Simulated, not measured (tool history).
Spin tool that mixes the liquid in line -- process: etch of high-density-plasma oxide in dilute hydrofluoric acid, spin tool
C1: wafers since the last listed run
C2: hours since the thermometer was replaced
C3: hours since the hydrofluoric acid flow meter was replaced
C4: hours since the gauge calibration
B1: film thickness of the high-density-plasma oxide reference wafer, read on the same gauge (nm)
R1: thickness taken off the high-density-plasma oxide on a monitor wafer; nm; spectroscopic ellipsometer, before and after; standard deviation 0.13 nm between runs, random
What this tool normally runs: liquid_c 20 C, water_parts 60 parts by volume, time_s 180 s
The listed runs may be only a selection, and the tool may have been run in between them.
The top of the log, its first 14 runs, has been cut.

{"run": 15, "hour": 168.8, "liquid_c": 20, "water_parts": 60, "time_s": 180, "C1": 37, "C2": 2417.4, "C3": 74.3, "C4": 47.4, "B1": 139.98, "R1": 16.37}
{"run": 16, "hour": 180.1, "liquid_c": 20, "water_parts": 60, "time_s": 180, "C1": 64, "C2": 2428.7, "C3": 85.6, "C4": 58.7, "B1": 139.99, "R1": 16.53}
{"run": 17, "hour": 192.9, "liquid_c": 18, "water_parts": 45, "time_s": 95, "C1": 72, "C2": 2441.5, "C3": 98.4, "C4": 71.5, "B1": 139.95, "R1": 10.78}
{"run": 18, "hour": 204.4, "liquid_c": 20, "water_parts": 60, "time_s": 180, "C1": 65, "C2": 2453, "C3": 109.9, "C4": 83, "B1": 139.98, "R1": 16.02}
{"run": 19, "hour": 211.4, "liquid_c": 20, "water_parts": 60, "time_s": 180, "C1": 39, "C2": 2460, "C3": 116.9, "C4": 90, "B1": 139.98, "R1": 16.34}
{"run": 20, "hour": 226.6, "liquid_c": 22, "water_parts": 60, "time_s": 150, "C1": 86, "C2": 2475.2, "C3": 132.1, "C4": 105.2, "B1": 139.99, "R1": 14.7}
{"run": 21, "hour": 235.5, "liquid_c": 17, "water_parts": 60, "time_s": 180, "C1": 50, "C2": 2484.1, "C3": 141, "C4": 114.1, "B1": 139.97, "R1": 14.13}
{"run": 22, "hour": 244.1, "liquid_c": 18.5, "water_parts": 30, "time_s": 290, "C1": 48, "C2": 2492.7, "C3": 149.6, "C4": 122.7, "B1": 140.02, "R1": 51.2}
{"run": 23, "hour": 260.1, "liquid_c": 20, "water_parts": 60, "time_s": 180, "C1": 91, "C2": 2508.7, "C3": 165.6, "C4": 138.7, "B1": 139.99, "R1": 16.07}
{"hour": 268.1, "done": "thermometer replaced"}
{"run": 24, "hour": 268.9, "liquid_c": 24.5, "water_parts": 85, "time_s": 180, "C1": 44, "C2": 0.8, "C3": 174.4, "C4": 147.5, "B1": 139.97, "R1": 13.31}
{"run": 25, "hour": 276.3, "liquid_c": 20, "water_parts": 35, "time_s": 220, "C1": 42, "C2": 8.2, "C3": 181.8, "C4": 154.9, "B1": 140.02, "R1": 34.67}
{"run": 26, "hour": 293.3, "liquid_c": 17.5, "water_parts": 70, "time_s": 180, "C1": 96, "C2": 25.2, "C3": 198.8, "C4": 171.9, "B1": 139.99, "R1": 12.22}
{"run": 27, "hour": 307.5, "liquid_c": 20, "water_parts": 60, "time_s": 180, "C1": 80, "C2": 39.4, "C3": 213, "C4": 186.1, "B1": 140, "R1": 16.17}
{"run": 28, "hour": 315.9, "liquid_c": 20, "water_parts": 50, "time_s": 180, "C1": 47, "C2": 47.8, "C3": 221.4, "C4": 194.5, "B1": 140, "R1": 19.31}
{"run": 29, "hour": 325.6, "liquid_c": 24.5, "water_parts": 60, "time_s": 180, "C1": 55, "C2": 57.5, "C3": 231.1, "C4": 204.2, "B1": 140.01, "R1": 19.26}
{"run": 30, "hour": 336.9, "liquid_c": 18.5, "water_parts": 80, "time_s": 105, "C1": 64, "C2": 68.8, "C3": 242.4, "C4": 215.5, "B1": 140.01, "R1": 6.43}
{"run": 31, "hour": 345.6, "liquid_c": 24, "water_parts": 60, "time_s": 95, "C1": 49, "C2": 77.5, "C3": 251.1, "C4": 224.2, "B1": 140.01, "R1": 9.93}
{"run": 32, "hour": 359.1, "liquid_c": 20, "water_parts": 60, "time_s": 180, "C1": 76, "C2": 91, "C3": 264.6, "C4": 237.7, "B1": 140.01, "R1": 16.03}
{"run": 33, "hour": 373.5, "liquid_c": 20, "water_parts": 60, "time_s": 150, "C1": 82, "C2": 105.4, "C3": 279, "C4": 252.1, "B1": 140, "R1": 13.49}

Branching from run 33: 3 alternative next runs. What would each branch give?
{"run": "A", "hour": 374.0, "liquid_c": 17.5, "water_parts": 60, "time_s": 180, "C1": 2, "C2": 105.9, "C3": 279.5, "C4": 252.6, "B1": "?", "R1": "?"}
{"run": "B", "hour": 374.0, "liquid_c": 23, "water_parts": 70, "time_s": 180, "C1": 2, "C2": 105.9, "C3": 279.5, "C4": 252.6, "B1": "?", "R1": "?"}
{"run": "C", "hour": 374.0, "liquid_c": 17, "water_parts": 50, "time_s": 240, "C1": 2, "C2": 105.9, "C3": 279.5, "C4": 252.6, "B1": "?", "R1": "?"}

run=A B1=140 R1=14.33
run=B B1=140 R1=15.28
run=C B1=140 R1=22.7
With no hidden state in the tool, these same runs would have given:
run=A R1=14.8
run=B R1=15.79
run=C R1=23.44
